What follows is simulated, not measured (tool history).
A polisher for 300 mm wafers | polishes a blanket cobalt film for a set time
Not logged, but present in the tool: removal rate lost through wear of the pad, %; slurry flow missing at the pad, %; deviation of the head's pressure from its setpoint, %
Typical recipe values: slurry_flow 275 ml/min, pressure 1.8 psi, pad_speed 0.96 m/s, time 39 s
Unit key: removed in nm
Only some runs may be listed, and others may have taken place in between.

run	day	slurry_flow	pressure	pad_speed	time	wafers since the last listed run	wafers polished on this pad	hours since the slurry nozzle was cleaned	hours since the head pressure was calibrated	incoming thickness of the incoming film, nm	removed
1	0	275	1.8	0.84	39	0	1336	64.2	1264.5	1329.5	117.9
2	4.412	275	1.8	0.84	39	1098	2435	170.1	1370.4	1311.1	117.1
3	7.042	275	1.8	0.84	39	654	3090	233.2	1433.5	1317.4	116.9
4	9.725	275	2	1.14	39	668	3758	297.6	1497.9	1321.9	178.7
# day 11.25: head pressure recalibrated
5	12.271	275	2	1.14	39	613	4371	358.7	24.5	1307.3	177.5
6	13.875	275	2	1.14	39	399	4770	397.2	63	1323.1	177.9
7	16.692	275	1.8	0.96	39	701	5472	464.8	130.6	1311.2	134.9
8	21.171	275	1.8	0.96	39	1115	6587	572.3	238.1	1330.7	135.7
# day 23.846: worn pad replaced by a new one
9	24.138	275	1.8	0.96	39	697	72	643.5	309.3	1328.7	134.1
# day 26.775: slurry nozzle cleaned
10	29.183	275	2.2	0.96	47	1246	1318	57.8	430.4	1326.3	199
11	32.275	275	1.8	0.96	39	769	2088	132	504.6	1348.7	134.9
12	35.983	275	1.8	0.96	39	923	3011	221	593.6	1301.5	134.7
13	40.288	240	2	0.96	39	1071	4083	324.3	696.9	1304.7	146.4
14	42.129	240	2	0.96	39	458	4541	368.5	741.1	1323.9	147
15	45.458	275	1.8	0.7	39	828	5370	448.4	821	1315.2	98
16	48.971	275	1.5	0.96	39	874	6245	532.7	905.3	1342.6	113.4
# day 49.35: worn pad replaced by a new one
17	51.638	275	1.8	0.86	39	622	569	596.7	969.3	1332.2	120.6
18	53.704	235	1.8	0.96	25	514	1084	646.3	1018.9	1295.2	83.4
# day 54.25: slurry nozzle cleaned
19	57.121	275	2.2	0.96	39	840	1924	68.9	1100.9	1331.4	162.6
20	59.842	275	1.8	0.96	39	677	2602	134.2	1166.2	1304.2	134
21	62.512	230	1.4	1.06	44	665	3267	198.3	1230.3	1312.4	127.1
22	66.346	275	1.8	0.96	39	954	4221	290.3	1322.3	1322.5	135.5
23	69.338	275	2.4	1.12	28	744	4966	362.1	1394.1	1329.5	152.7
24	71.796	275	1.8	0.96	39	612	5578	421.1	1453.1	1308.9	135.7
# day 73.308: head pressure recalibrated
25	74.554	345	1.5	1.24	43	666	6244	487.3	29.9	1344.9	163.2
# day 75.617: worn pad replaced by a new one
26	77.846	275	1.2	0.88	27	778	555	566.3	108.9	1344.7	56.5
# day 79.388: slurry nozzle cleaned
27	81.892	230	2.1	0.68	26	997	1552	60.1	206	1318.1	72.4
28	84.025	275	1.6	1.24	44	531	2083	111.3	257.2	1292.8	174.5
29	86.354	275	1.8	0.96	39	579	2663	167.2	313.1	1307.7	135
30	90.796	240	2	0.96	39	1105	3769	273.8	419.7	1325.6	147.2
31	95.1	275	1.8	1.22	39	1071	4841	377.1	523	1339.6	171.1
32	99.171	300	2.3	0.96	39	1013	5854	474.8	620.7	1304	172.4
# day 101.054: worn pad replaced by a new one
33	101.075	275	1.8	0.96	39	432	4	520.5	666.4	1319.6	133
34	104.112	220	1.8	0.96	30	756	761	593.4	739.3	1305.4	101.2
35	107.738	275	1.8	0.96	46	902	1663	680.4	826.3	1315.8	158.9
# day 108.738: slurry nozzle cleaned
36	111.45	275	1.5	0.64	35	914	2577	65.1	915.4	1325.2	67.5

For each entry between runs, how does the tool's hidden state at the last listed run before it compare with that at the first listed run after it?
Logged between run 4 and run 5: head pressure recalibrated (day 11.25)
  both runs share identical hidden conditions
Logged between run 8 and run 9: worn pad replaced by a new one (day 23.846)
  both runs share identical hidden conditions
Logged between run 9 and run 10: slurry nozzle cleaned (day 26.775)
  both runs share identical hidden conditions
Logged between run 16 and run 17: worn pad replaced by a new one (day 49.35)
  both runs share identical hidden conditions
Logged between run 18 and run 19: slurry nozzle cleaned (day 54.25)
  both runs share identical hidden conditions
Logged between run 24 and run 25: head pressure recalibrated (day 73.308)
  both runs share identical hidden conditions
Logged between run 25 and run 26: worn pad replaced by a new one (day 75.617)
  both runs share identical hidden conditions
Logged between run 26 and run 27: slurry nozzle cleaned (day 79.388)
  both runs share identical hidden conditions
Logged between run 32 and run 33: worn pad replaced by a new one (day 101.054)
  both runs share identical hidden conditions
Logged between run 35 and run 36: slurry nozzle cleaned (day 108.738)
  both runs share identical hidden conditions
